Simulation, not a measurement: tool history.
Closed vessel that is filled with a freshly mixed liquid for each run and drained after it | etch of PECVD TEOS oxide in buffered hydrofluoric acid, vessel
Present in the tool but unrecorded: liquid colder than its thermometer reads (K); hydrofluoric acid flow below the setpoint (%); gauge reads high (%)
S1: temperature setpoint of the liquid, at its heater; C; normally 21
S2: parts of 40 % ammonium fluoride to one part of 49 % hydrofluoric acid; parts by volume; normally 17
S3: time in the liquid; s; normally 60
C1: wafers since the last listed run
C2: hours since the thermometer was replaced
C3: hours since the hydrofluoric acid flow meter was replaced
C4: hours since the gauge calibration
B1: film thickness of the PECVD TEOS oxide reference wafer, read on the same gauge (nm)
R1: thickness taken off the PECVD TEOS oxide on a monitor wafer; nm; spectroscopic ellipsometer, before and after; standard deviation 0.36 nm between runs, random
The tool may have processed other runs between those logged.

run   hour    S1    S2  S3    C1      C2      C3     C4     B1     R1
  1      0    21    21  60     0  1696.3  1515.7  310.6  89.99  27.85
  2   25.6    21    21  60  2800  1721.9  1541.3  336.2  90.02  27.53
  3   64.7    21    21  60  4277    1761  1580.4  375.3     90   27.3
  4  118.1    19  14.5  60  5841  1814.4  1633.8  428.7  89.99  32.82
  5  164.6    19  14.5  60  5086  1860.9  1680.3  475.2  90.03  33.53
  6  209.1    19  14.5  60  4868  1905.4  1724.8  519.7     90  33.05
  7  275.9    18    17  85  7307  1972.2  1791.6  586.5     90  37.27
  8    342    18    17  85  7230  2038.3  1857.7  652.6  89.99   36.8
     368.1  -- gauge calibrated
  9    408    21    17  35  7219  2104.3  1923.7   39.9     90  18.23
 10  479.4    21    17  35  7810  2175.7  1995.1  111.3     90  17.75
     539.8  -- hydrofluoric acid flow meter replaced
 11    542  18.5    17  80  6738  2238.3     2.2  173.9     90  40.34
 12  597.1    21  12.5  60  6027  2293.4    57.3    229     90  46.63
 13  623.5  25.5  12.5  40  2887  2319.8    83.7  255.4  89.99  39.51
     646.4  -- thermometer replaced
 14  678.8  25.5  23.5  60  5940    32.4     139  310.7  90.01  38.44
 15  708.2    21  21.5  70  3216    61.8   168.4  340.1  89.99  37.14
 16  739.4  25.5  23.5  60  3413      93   199.6  371.3  89.99  37.77
 17  792.9  23.5  14.5  30  5852   146.5   253.1  424.8     90  25.46
 18  830.2    18    17  85  4080   183.8   290.4  462.1  89.99  45.61
 19  863.8    21  22.5  60  3675   217.4     324  495.7     90  30.21
 20    901    26    20  45  4069   254.6   361.2  532.9  90.02  32.39

Selected run-to-run steps in R1, each split into two signed amounts: the part the tool would show with no hidden state at all (from settings, incoming material and random variation), and the remainder, which goes to the hidden state together with any gauge scatter not common to the measured and the hidden-state-free results:
Run 8 -> 9: S1 18 -> 21, S3 85 -> 35, gauge calibrated. R1 -18.57 nm: hidden state +5.22, all else -23.79.
Run 10 -> 11: S1 21 -> 18.5, S3 35 -> 80, hydrofluoric acid flow meter replaced. R1 +22.59 nm: hidden state -0.8, all else +23.39.
Run 13 -> 14: S2 12.5 -> 23.5, S3 40 -> 60, thermometer replaced. R1 -1.07 nm: hidden state +5.69, all else -6.76.
Run 17 -> 18: S1 23.5 -> 18, S2 14.5 -> 17, S3 30 -> 85. R1 +20.15 nm: hidden state -0.99, all else +21.14.
